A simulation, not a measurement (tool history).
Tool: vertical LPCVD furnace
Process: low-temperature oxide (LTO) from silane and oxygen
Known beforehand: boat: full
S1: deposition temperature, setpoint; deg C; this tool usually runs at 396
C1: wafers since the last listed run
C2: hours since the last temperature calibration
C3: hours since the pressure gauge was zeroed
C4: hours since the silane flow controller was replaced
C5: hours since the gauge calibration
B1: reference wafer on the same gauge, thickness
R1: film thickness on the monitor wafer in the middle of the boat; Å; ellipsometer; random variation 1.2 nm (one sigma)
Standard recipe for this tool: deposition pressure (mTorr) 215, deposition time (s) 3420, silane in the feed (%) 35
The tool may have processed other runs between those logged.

{"run": 1, "hour": 0.0, "S1": 396, "deposition pressure (mTorr)": 215, "deposition time (s)": 3420, "silane in the feed (%)": 35, "C1": 0, "C2": 2170.3, "C3": 3500.3, "C4": 4926.7, "C5": 704.5, "B1": 479.11, "R1": 4571.8}
{"run": 2, "hour": 45.3, "S1": 396, "deposition pressure (mTorr)": 215, "deposition time (s)": 3420, "silane in the feed (%)": 35, "C1": 865, "C2": 2215.6, "C3": 3545.6, "C4": 4972, "C5": 749.8, "B1": 478.88, "R1": 4579.7}
{"run": 3, "hour": 88.1, "S1": 396, "deposition pressure (mTorr)": 215, "deposition time (s)": 3420, "silane in the feed (%)": 35, "C1": 817, "C2": 2258.4, "C3": 3588.4, "C4": 5014.8, "C5": 792.6, "B1": 478.79, "R1": 4577.9}
{"run": 4, "hour": 146.4, "S1": 387, "deposition pressure (mTorr)": 215, "deposition time (s)": 3420, "silane in the feed (%)": 35, "C1": 1114, "C2": 2316.7, "C3": 3646.7, "C4": 5073.1, "C5": 850.9, "B1": 479, "R1": 4135.4}
{"run": 5, "hour": 185.0, "S1": 396, "deposition pressure (mTorr)": 245, "deposition time (s)": 3420, "silane in the feed (%)": 35, "C1": 737, "C2": 2355.3, "C3": 3685.3, "C4": 5111.7, "C5": 889.5, "B1": 479.14, "R1": 5214.7}
{"run": 6, "hour": 234.1, "S1": 396, "deposition pressure (mTorr)": 245, "deposition time (s)": 3420, "silane in the feed (%)": 35, "C1": 938, "C2": 2404.4, "C3": 3734.4, "C4": 5160.8, "C5": 938.6, "B1": 479, "R1": 5207.1}
{"run": 7, "hour": 263.7, "S1": 396, "deposition pressure (mTorr)": 215, "deposition time (s)": 2760, "silane in the feed (%)": 35, "C1": 565, "C2": 2434, "C3": 3764, "C4": 5190.4, "C5": 968.2, "B1": 479.02, "R1": 3726.2}
{"run": 8, "hour": 289.6, "S1": 396, "deposition pressure (mTorr)": 215, "deposition time (s)": 2760, "silane in the feed (%)": 35, "C1": 494, "C2": 2459.9, "C3": 3789.9, "C4": 5216.3, "C5": 994.1, "B1": 478.82, "R1": 3738.9}
{"run": 9, "hour": 327.0, "S1": 396, "deposition pressure (mTorr)": 215, "deposition time (s)": 3420, "silane in the feed (%)": 35, "C1": 714, "C2": 2497.3, "C3": 3827.3, "C4": 5253.7, "C5": 1031.5, "B1": 478.9, "R1": 4633}
{"run": 10, "hour": 367.3, "S1": 396, "deposition pressure (mTorr)": 215, "deposition time (s)": 3420, "silane in the feed (%)": 35, "C1": 770, "C2": 2537.6, "C3": 3867.6, "C4": 5294, "C5": 1071.8, "B1": 478.88, "R1": 4641.2}
{"hour": 426.3, "done": "gauge calibrated"}
{"run": 11, "hour": 428.4, "S1": 396, "deposition pressure (mTorr)": 215, "deposition time (s)": 3420, "silane in the feed (%)": 35, "C1": 1167, "C2": 2598.7, "C3": 3928.7, "C4": 5355.1, "C5": 2.1, "B1": 478.81, "R1": 4671.1}
{"run": 12, "hour": 470.7, "S1": 396, "deposition pressure (mTorr)": 215, "deposition time (s)": 3420, "silane in the feed (%)": 35, "C1": 808, "C2": 2641, "C3": 3971, "C4": 5397.4, "C5": 44.4, "B1": 478.9, "R1": 4650.7}
{"hour": 549.4, "done": "thermocouples replaced and temperature profile calibrated"}
{"run": 13, "hour": 549.9, "S1": 396, "deposition pressure (mTorr)": 215, "deposition time (s)": 3420, "silane in the feed (%)": 35, "C1": 1054, "C2": 0.5, "C3": 4050.2, "C4": 5476.6, "C5": 123.6, "B1": 479.15, "R1": 4656.6}
{"run": 14, "hour": 610.3, "S1": 396, "deposition pressure (mTorr)": 215, "deposition time (s)": 3420, "silane in the feed (%)": 35, "C1": 1154, "C2": 60.9, "C3": 4110.6, "C4": 5537, "C5": 184, "B1": 479.09, "R1": 4661.7}
{"hour": 689.4, "done": "silane flow controller replaced"}
{"run": 15, "hour": 689.9, "S1": 385, "deposition pressure (mTorr)": 215, "deposition time (s)": 2400, "silane in the feed (%)": 37, "C1": 1062, "C2": 140.5, "C3": 4190.2, "C4": 0.5, "C5": 263.6, "B1": 479.16, "R1": 2904}
{"run": 16, "hour": 739.2, "S1": 396, "deposition pressure (mTorr)": 190, "deposition time (s)": 3030, "silane in the feed (%)": 35, "C1": 942, "C2": 189.8, "C3": 4239.5, "C4": 49.8, "C5": 312.9, "B1": 479.18, "R1": 3451.1}
{"hour": 777.3, "done": "pressure gauge zeroed"}
{"run": 17, "hour": 796.2, "S1": 396, "deposition pressure (mTorr)": 215, "deposition time (s)": 3420, "silane in the feed (%)": 35, "C1": 630, "C2": 246.8, "C3": 18.9, "C4": 106.8, "C5": 369.9, "B1": 478.83, "R1": 4202.3}
{"run": 18, "hour": 865.1, "S1": 396, "deposition pressure (mTorr)": 195, "deposition time (s)": 3420, "silane in the feed (%)": 35, "C1": 1316, "C2": 315.7, "C3": 87.8, "C4": 175.7, "C5": 438.8, "B1": 478.73, "R1": 3805.6}
{"run": 19, "hour": 896.3, "S1": 396, "deposition pressure (mTorr)": 235, "deposition time (s)": 3420, "silane in the feed (%)": 35, "C1": 596, "C2": 346.9, "C3": 119, "C4": 206.9, "C5": 470, "B1": 478.99, "R1": 4589.8}
{"run": 20, "hour": 925.7, "S1": 405, "deposition pressure (mTorr)": 270, "deposition time (s)": 2130, "silane in the feed (%)": 38, "C1": 561, "C2": 376.3, "C3": 148.4, "C4": 236.3, "C5": 499.4, "B1": 478.64, "R1": 4024.5}
{"run": 21, "hour": 981.3, "S1": 391, "deposition pressure (mTorr)": 215, "deposition time (s)": 4620, "silane in the feed (%)": 35, "C1": 1062, "C2": 431.9, "C3": 204, "C4": 291.9, "C5": 555, "B1": 479.15, "R1": 5359.8}
{"run": 22, "hour": 1027.3, "S1": 396, "deposition pressure (mTorr)": 190, "deposition time (s)": 3030, "silane in the feed (%)": 35, "C1": 879, "C2": 477.9, "C3": 250, "C4": 337.9, "C5": 601, "B1": 479.22, "R1": 3299.8}
{"run": 23, "hour": 1085.8, "S1": 396, "deposition pressure (mTorr)": 195, "deposition time (s)": 3420, "silane in the feed (%)": 35, "C1": 1118, "C2": 536.4, "C3": 308.5, "C4": 396.4, "C5": 659.5, "B1": 479.06, "R1": 3810.9}
{"run": 24, "hour": 1122.9, "S1": 396, "deposition pressure (mTorr)": 235, "deposition time (s)": 3420, "silane in the feed (%)": 38, "C1": 709, "C2": 573.5, "C3": 345.6, "C4": 433.5, "C5": 696.6, "B1": 479.15, "R1": 5105.8}
{"run": 25, "hour": 1168.8, "S1": 391, "deposition pressure (mTorr)": 215, "deposition time (s)": 3420, "silane in the feed (%)": 29, "C1": 877, "C2": 619.4, "C3": 391.5, "C4": 479.4, "C5": 742.5, "B1": 479.18, "R1": 3014.7}
{"run": 26, "hour": 1237.6, "S1": 396, "deposition pressure (mTorr)": 215, "deposition time (s)": 3420, "silane in the feed (%)": 35, "C1": 1314, "C2": 688.2, "C3": 460.3, "C4": 548.2, "C5": 811.3, "B1": 479.26, "R1": 4186.2}
{"run": 27, "hour": 1303.7, "S1": 404, "deposition pressure (mTorr)": 215, "deposition time (s)": 3420, "silane in the feed (%)": 35, "C1": 1263, "C2": 754.3, "C3": 526.4, "C4": 614.3, "C5": 877.4, "B1": 478.87, "R1": 4628.5}

Below are 4 alternative next runs, each starting from the tool's condition after run 27. Predict each:
{"run": "A", "hour": 1308.4, "S1": 396, "deposition pressure (mTorr)": 215, "deposition time (s)": 3420, "silane in the feed (%)": 35, "C1": 89, "C2": 759, "C3": 531.1, "C4": 619, "C5": 882.1, "B1": "?", "R1": "?"}
{"run": "B", "hour": 1308.4, "S1": 385, "deposition pressure (mTorr)": 230, "deposition time (s)": 2700, "silane in the feed (%)": 33, "C1": 89, "C2": 759, "C3": 531.1, "C4": 619, "C5": 882.1, "B1": "?", "R1": "?"}
{"run": "C", "hour": 1308.4, "S1": 396, "deposition pressure (mTorr)": 265, "deposition time (s)": 3420, "silane in the feed (%)": 35, "C1": 89, "C2": 759, "C3": 531.1, "C4": 619, "C5": 882.1, "B1": "?", "R1": "?"}
{"run": "D", "hour": 1308.4, "S1": 396, "deposition pressure (mTorr)": 215, "deposition time (s)": 2550, "silane in the feed (%)": 39, "C1": 89, "C2": 759, "C3": 531.1, "C4": 619, "C5": 882.1, "B1": "?", "R1": "?"}

run=A B1=478.96 R1=4207.7
run=B B1=478.96 R1=2867.2
run=C B1=478.96 R1=5184.5
run=D B1=478.96 R1=3612.9
What these runs would have given with no unlogged condition in the tool:
run=A R1=4236.8
run=B R1=2889.8
run=C R1=5222.1
run=D R1=3633.6

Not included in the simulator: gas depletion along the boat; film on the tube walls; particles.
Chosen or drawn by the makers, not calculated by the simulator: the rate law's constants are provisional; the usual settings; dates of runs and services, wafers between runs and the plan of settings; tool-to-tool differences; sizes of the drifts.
